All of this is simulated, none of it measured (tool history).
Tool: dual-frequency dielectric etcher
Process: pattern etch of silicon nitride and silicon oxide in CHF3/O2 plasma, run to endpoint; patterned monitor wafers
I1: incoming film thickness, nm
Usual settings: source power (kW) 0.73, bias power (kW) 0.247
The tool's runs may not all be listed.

Run 1, day 0: usual settings; I1 320.4. Result: endpoint time (s) 186.1.
Run 2, day 0.583: usual settings; I1 320.4. Result: endpoint time (s) 185.9.
Run 3, day 1.942: usual settings; I1 316.8. Result: endpoint time (s) 183.2.
Run 4, day 2.992: usual settings but source power (kW) 0.6; I1 320. Result: endpoint time (s) 196.8.
Run 5, day 4.346: usual settings but source power (kW) 0.6; I1 316.7. Result: endpoint time (s) 194.5.
Run 6, day 5.721: usual settings but source power (kW) 0.6; I1 321.8. Result: endpoint time (s) 198.2.
Run 7, day 6.333: usual settings but source power (kW) 0.83; I1 318.5. Result: endpoint time (s) 176.9.
Run 8, day 7.546: usual settings but source power (kW) 0.83; I1 320.6. Result: endpoint time (s) 178.1.
Run 9, day 8.825: usual settings but source power (kW) 0.83; I1 313.3. Result: endpoint time (s) 174.1.
Run 10, day 9.446: usual settings; I1 319.6. Result: endpoint time (s) 185.
At day 10.154: source power generator calibrated.
At day 10.317: bias power generator calibrated.
Run 11, day 10.404: usual settings; I1 316.7. Result: endpoint time (s) 183.7.
Run 12, day 11.092: usual settings; I1 317.9. Result: endpoint time (s) 183.1.
At day 12.375: wet clean of the chamber.
Run 13, day 12.396: usual settings but source power (kW) 0.64, bias power (kW) 0.296; I1 317.2. Result: endpoint time (s) 181.5.
Run 14, day 12.412: usual settings but source power (kW) 0.8, bias power (kW) 0.226; I1 317.8. Result: endpoint time (s) 186.6.
Run 15, day 13.3: usual settings but source power (kW) 0.8, bias power (kW) 0.27; I1 318.2. Result: endpoint time (s) 174.1.
Run 16, day 13.933: usual settings; I1 316.9. Result: endpoint time (s) 185.3.
Run 17, day 14.483: usual settings but source power (kW) 0.63, bias power (kW) 0.263; I1 317.6. Result: endpoint time (s) 189.6.
At day 16.846: upper electrode replaced.
Run 18, day 16.867: usual settings but source power (kW) 0.9, bias power (kW) 0.218; I1 315. Result: endpoint time (s) 179.4.
Run 19, day 16.879: usual settings but source power (kW) 0.6; I1 319.1. Result: endpoint time (s) 197.7.
Run 20, day 17.312: usual settings; I1 316.7. Result: endpoint time (s) 184.9.
Run 21, day 18.592: usual settings but source power (kW) 0.67; I1 321.2. Result: endpoint time (s) 190.7.
Run 22, day 21.517: usual settings but source power (kW) 0.8, bias power (kW) 0.224; I1 316.4. Result: endpoint time (s) 185.4.
Run 23, day 22.129: usual settings; I1 315.6. Result: endpoint time (s) 183.6.
Run 24, day 23.167: usual settings but source power (kW) 0.85, bias power (kW) 0.192; I1 315.4. Result: endpoint time (s) 191.5.
Run 25, day 24.2: usual settings but source power (kW) 0.66; I1 318.9. Result: endpoint time (s) 190.6.
Run 26, day 24.875: usual settings but source power (kW) 0.58; I1 316.6. Result: endpoint time (s) 196.2.
Run 27, day 25.779: usual settings but bias power (kW) 0.205; I1 315.6. Result: endpoint time (s) 195.5.
Run 28, day 26.992: usual settings; I1 321.2. Result: endpoint time (s) 186.3.
Run 29, day 28.417: usual settings; I1 315.7. Result: endpoint time (s) 182.3.
Run 30, day 29.892: usual settings but bias power (kW) 0.301; I1 316.4. Result: endpoint time (s) 169.5.
Run 31, day 30.425: usual settings; I1 313.2. Result: endpoint time (s) 180.4.
Run 32, day 31.629: usual settings but bias power (kW) 0.224; I1 315.6. Result: endpoint time (s) 188.5.
Run 33, day 32.992: usual settings but source power (kW) 0.63, bias power (kW) 0.263; I1 313.6. Result: endpoint time (s) 184.
At day 34.008: wet clean of the chamber.
Run 34, day 34.35: usual settings but bias power (kW) 0.2; I1 317.5. Result: endpoint time (s) 200.4.
Run 35, day 35.642: usual settings but source power (kW) 0.89; I1 318.6. Result: endpoint time (s) 175.5.

Forecast each of these 4 alternatives for the next run:
Run A, day 35.662: usual settings but bias power (kW) 0.3; I1 319.9. Result: endpoint time (s) ?.
Run B, day 35.662: usual settings but source power (kW) 0.79; I1 319.9. Result: endpoint time (s) ?.
Run C, day 35.662: usual settings but source power (kW) 0.57, bias power (kW) 0.301; I1 319.9. Result: endpoint time (s) ?.
Run D, day 35.662: usual settings but source power (kW) 0.87, bias power (kW) 0.213; I1 319.9. Result: endpoint time (s) ?.

run  endpoint time (s)
  A              173.2
  B              181.8
  C              186.2
  D                186
Without the tool's hidden state the same runs would have given:
run  endpoint time (s)
  A              173.5
  B              182.1
  C              186.6
  D              186.3

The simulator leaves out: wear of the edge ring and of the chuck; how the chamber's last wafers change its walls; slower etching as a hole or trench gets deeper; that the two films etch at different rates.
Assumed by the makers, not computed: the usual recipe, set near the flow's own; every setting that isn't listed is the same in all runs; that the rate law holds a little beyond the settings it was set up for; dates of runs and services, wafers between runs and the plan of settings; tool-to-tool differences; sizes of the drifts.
